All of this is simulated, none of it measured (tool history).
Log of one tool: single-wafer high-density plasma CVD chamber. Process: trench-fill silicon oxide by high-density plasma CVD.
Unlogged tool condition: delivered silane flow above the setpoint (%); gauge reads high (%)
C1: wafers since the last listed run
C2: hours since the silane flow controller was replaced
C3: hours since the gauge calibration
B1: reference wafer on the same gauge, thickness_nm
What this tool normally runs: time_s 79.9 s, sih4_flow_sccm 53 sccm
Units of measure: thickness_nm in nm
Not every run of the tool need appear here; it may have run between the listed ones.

Run 1, hour 0.0: usual settings but sih4_flow_sccm 48 sccm; C1 0; C2 4078.5; C3 157.2; B1 417.080. Result: thickness_nm 357.873 nm.
Run 2, hour 14.2: usual settings but sih4_flow_sccm 48 sccm; C1 181; C2 4092.7; C3 171.4; B1 417.173. Result: thickness_nm 358.887 nm.
Run 3, hour 29.8: usual settings but sih4_flow_sccm 59 sccm; C1 199; C2 4108.3; C3 187.0; B1 416.851. Result: thickness_nm 440.472 nm.
Run 4, hour 39.0: usual settings but sih4_flow_sccm 59 sccm; C1 117; C2 4117.5; C3 196.2; B1 417.216. Result: thickness_nm 440.798 nm.
Run 5, hour 46.9: usual settings but sih4_flow_sccm 59 sccm; C1 101; C2 4125.4; C3 204.1; B1 416.822. Result: thickness_nm 439.821 nm.
Run 6, hour 62.6: usual settings but time_s 70.0 s; C1 201; C2 4141.1; C3 219.8; B1 416.911. Result: thickness_nm 347.301 nm.
Run 7, hour 80.6: usual settings but sih4_flow_sccm 57 sccm; C1 230; C2 4159.1; C3 237.8; B1 416.936. Result: thickness_nm 424.992 nm.
Run 8, hour 90.7: usual settings; C1 129; C2 4169.2; C3 247.9; B1 416.946. Result: thickness_nm 396.186 nm.
Run 9, hour 100.8: usual settings; C1 129; C2 4179.3; C3 258.0; B1 417.013. Result: thickness_nm 394.845 nm.
Run 10, hour 107.2: usual settings; C1 82; C2 4185.7; C3 264.4; B1 416.872. Result: thickness_nm 396.483 nm.
Run 11, hour 120.4: usual settings; C1 169; C2 4198.9; C3 277.6; B1 416.863. Result: thickness_nm 396.764 nm.
Run 12, hour 132.5: usual settings; C1 155; C2 4211.0; C3 289.7; B1 417.197. Result: thickness_nm 397.080 nm.
Run 13, hour 147.4: usual settings; C1 190; C2 4225.9; C3 304.6; B1 416.923. Result: thickness_nm 395.512 nm.
At hour 150.1: gauge calibrated.
Run 14, hour 160.4: usual settings but sih4_flow_sccm 61 sccm; C1 166; C2 4238.9; C3 10.3; B1 416.791. Result: thickness_nm 454.723 nm.
Run 15, hour 172.5: usual settings but sih4_flow_sccm 61 sccm; C1 155; C2 4251.0; C3 22.4; B1 417.094. Result: thickness_nm 454.696 nm.
Run 16, hour 178.7: usual settings but sih4_flow_sccm 61 sccm; C1 79; C2 4257.2; C3 28.6; B1 417.252. Result: thickness_nm 455.019 nm.
Run 17, hour 187.7: usual settings but sih4_flow_sccm 44 sccm; C1 115; C2 4266.2; C3 37.6; B1 417.037. Result: thickness_nm 328.714 nm.
Run 18, hour 197.7: usual settings but time_s 88.4 s, sih4_flow_sccm 49 sccm; C1 128; C2 4276.2; C3 47.6; B1 416.881. Result: thickness_nm 404.770 nm.
Run 19, hour 212.1: usual settings but time_s 91.6 s, sih4_flow_sccm 59 sccm; C1 184; C2 4290.6; C3 62.0; B1 416.796. Result: thickness_nm 504.998 nm.
Run 20, hour 218.4: usual settings; C1 80; C2 4296.9; C3 68.3; B1 416.937. Result: thickness_nm 395.638 nm.
Run 21, hour 226.1: usual settings but time_s 84.4 s, sih4_flow_sccm 56 sccm; C1 98; C2 4304.6; C3 76.0; B1 416.880. Result: thickness_nm 440.759 nm.
Run 22, hour 238.6: usual settings but time_s 64.5 s, sih4_flow_sccm 61 sccm; C1 160; C2 4317.1; C3 88.5; B1 416.907. Result: thickness_nm 367.807 nm.
Run 23, hour 256.6: usual settings; C1 230; C2 4335.1; C3 106.5; B1 417.007. Result: thickness_nm 394.990 nm.
Run 24, hour 268.9: usual settings; C1 157; C2 4347.4; C3 118.8; B1 417.045. Result: thickness_nm 395.257 nm.
Run 25, hour 286.9: usual settings but time_s 74.8 s, sih4_flow_sccm 58 sccm; C1 230; C2 4365.4; C3 136.8; B1 416.930. Result: thickness_nm 404.909 nm.
At hour 305.2: silane flow controller replaced.
Run 26, hour 305.7: usual settings but sih4_flow_sccm 47 sccm; C1 138; C2 0.5; C3 155.6; B1 417.212. Result: thickness_nm 373.827 nm.
Run 27, hour 313.0: usual settings but time_s 93.8 s, sih4_flow_sccm 59 sccm; C1 93; C2 7.8; C3 162.9; B1 416.786. Result: thickness_nm 548.550 nm.
Run 28, hour 329.7: usual settings but time_s 68.7 s; C1 213; C2 24.5; C3 179.6; B1 417.012. Result: thickness_nm 360.620 nm.
Run 29, hour 336.2: usual settings but time_s 88.2 s, sih4_flow_sccm 47 sccm; C1 83; C2 31.0; C3 186.1; B1 417.027. Result: thickness_nm 410.507 nm.
Run 30, hour 353.7: usual settings but sih4_flow_sccm 57 sccm; C1 224; C2 48.5; C3 203.6; B1 416.949. Result: thickness_nm 450.960 nm.
Run 31, hour 367.7: usual settings but time_s 74.3 s; C1 179; C2 62.5; C3 217.6; B1 417.188. Result: thickness_nm 389.712 nm.
Run 32, hour 384.1: usual settings; C1 210; C2 78.9; C3 234.0; B1 417.034. Result: thickness_nm 418.751 nm.

Hidden state, per run?
gauge reads high (%): 0 across all the runs
H1: delivered silane flow above the setpoint (%)
run       H1
  1    -5.54
  2    -5.55
  3    -5.55
  4    -5.55
  5    -5.55
  6    -5.56
  7    -5.56
  8    -5.56
  9    -5.56
 10    -5.56
 11    -5.57
 12    -5.57
 13    -5.57
 14    -5.57
 15    -5.58
 16    -5.58
 17    -5.58
 18    -5.58
 19    -5.58
 20    -5.59
 21    -5.59
 22    -5.59
 23    -5.59
 24    -5.59
 25     -5.6
 26     0.28
 27    0.245
 28    0.165
 29    0.134
 30   0.0524
 31  -0.0123
 32  -0.0872

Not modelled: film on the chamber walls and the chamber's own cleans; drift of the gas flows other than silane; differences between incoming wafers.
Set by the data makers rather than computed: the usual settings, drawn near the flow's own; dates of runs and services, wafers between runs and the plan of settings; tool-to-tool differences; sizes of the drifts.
